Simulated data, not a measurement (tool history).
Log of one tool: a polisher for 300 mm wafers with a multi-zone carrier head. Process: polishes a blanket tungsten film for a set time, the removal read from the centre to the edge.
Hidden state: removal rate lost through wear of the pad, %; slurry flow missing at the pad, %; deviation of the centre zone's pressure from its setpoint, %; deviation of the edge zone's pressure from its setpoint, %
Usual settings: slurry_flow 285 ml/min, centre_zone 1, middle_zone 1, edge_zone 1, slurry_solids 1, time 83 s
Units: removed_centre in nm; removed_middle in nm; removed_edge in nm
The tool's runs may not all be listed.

run	hour	slurry_flow	centre_zone	middle_zone	edge_zone	slurry_solids	time	wafers since the last listed run	wafers polished on this pad	hours since the slurry nozzle was cleaned	hours since the centre zone pressure was calibrated	hours since the edge zone pressure was calibrated	hours since the carrier head's membrane was replaced	incoming thickness of the incoming film, nm	removed_centre	removed_middle	removed_edge
1	0	285	1	1	1	1	83	0	462	159.9	572.7	561.5	2078.2	1491.5	554.1	522.2	502.7
2	19.3	285	1	1	1	1	83	137	600	179.2	592	580.8	2097.5	1481.3	550.7	503.9	504.4
3	40.4	285	1	1	1	1	83	150	750	200.3	613.1	601.9	2118.6	1482.8	544.9	510.8	495.7
4	60.8	365	1	1	1	1	83	145	895	220.7	633.5	622.3	2139	1498.4	565.9	534.2	510.2
5	78.6	365	1	1	1	1	83	126	1022	238.5	651.3	640.1	2156.8	1476.8	558.7	524.5	516.1
# hour 85.8: worn pad replaced by a new one
6	100.3	365	1	1	1	1	83	126	103	260.2	673	661.8	2178.5	1498.5	553.4	517.9	507.4
# hour 106.3: carrier head's membrane replaced by a new one
7	132	285	1	1	1	1	83	190	293	291.9	704.7	693.5	25.7	1497.6	526.2	482.1	489.1
# hour 134.7: edge zone pressure recalibrated
# hour 157.8: slurry nozzle cleaned
8	163.4	285	1	1	1	1	83	202	495	5.6	736.1	28.7	57.1	1488	557	524.3	511.5
9	178.7	375	0.94	0.96	1	0.8	83	108	604	20.9	751.4	44	72.4	1483.8	497.2	484.4	478.3
# hour 182.7: centre zone pressure recalibrated
10	202.3	285	1	1.09	1	1	107	153	758	44.5	19.6	67.6	96	1471.2	665.9	712.7	659.7
11	234.3	285	1	1	1	1	83	227	986	76.5	51.6	99.6	128	1483.4	520.4	513.4	506
# hour 247.6: worn pad replaced by a new one
12	251	285	1	1	1	1.1	83	90	24	93.2	68.3	116.3	144.7	1485.6	534.9	528.6	525.7
13	266.2	285	1	1	1	1	83	108	132	108.4	83.5	131.5	159.9	1481.6	519.2	507.8	510.4
14	282.7	285	1	1	1.04	1	83	117	250	124.9	100	148	176.4	1482.2	522.9	520.2	513.8
15	301.7	285	1	1	1	1	107	135	385	143.9	119	167	195.4	1512.2	667.7	668.7	650.5
16	330	285	1	0.94	0.88	1	83	201	586	172.2	147.3	195.3	223.7	1476.8	530.5	483.1	475.9

4 ways to go on from here, each from the tool as it stands after run 16. What would each give?
A	330.4	345	1	1	1	1	83	2	589	172.6	147.7	195.7	224.1	1473.6	?	?	?
B	330.4	285	1	1	1	1.3	83	2	589	172.6	147.7	195.7	224.1	1473.6	?	?	?
C	330.4	285	1.04	0.93	1	1.2	93	2	589	172.6	147.7	195.7	224.1	1473.6	?	?	?
D	330.4	285	1	1	1	1	105	2	589	172.6	147.7	195.7	224.1	1473.6	?	?	?

run	removed_centre	removed_middle	removed_edge
A	535.7	523.2	512.1
B	566.2	554.3	545.5
C	643.8	570.3	597.2
D	660.9	647	636.7
Without the tool's hidden state the same runs would have given:
run	removed_centre	removed_middle	removed_edge
A	528.7	531.4	518.1
B	561	565	553.4
C	638	581.2	605.8
D	654.8	659.4	645.9
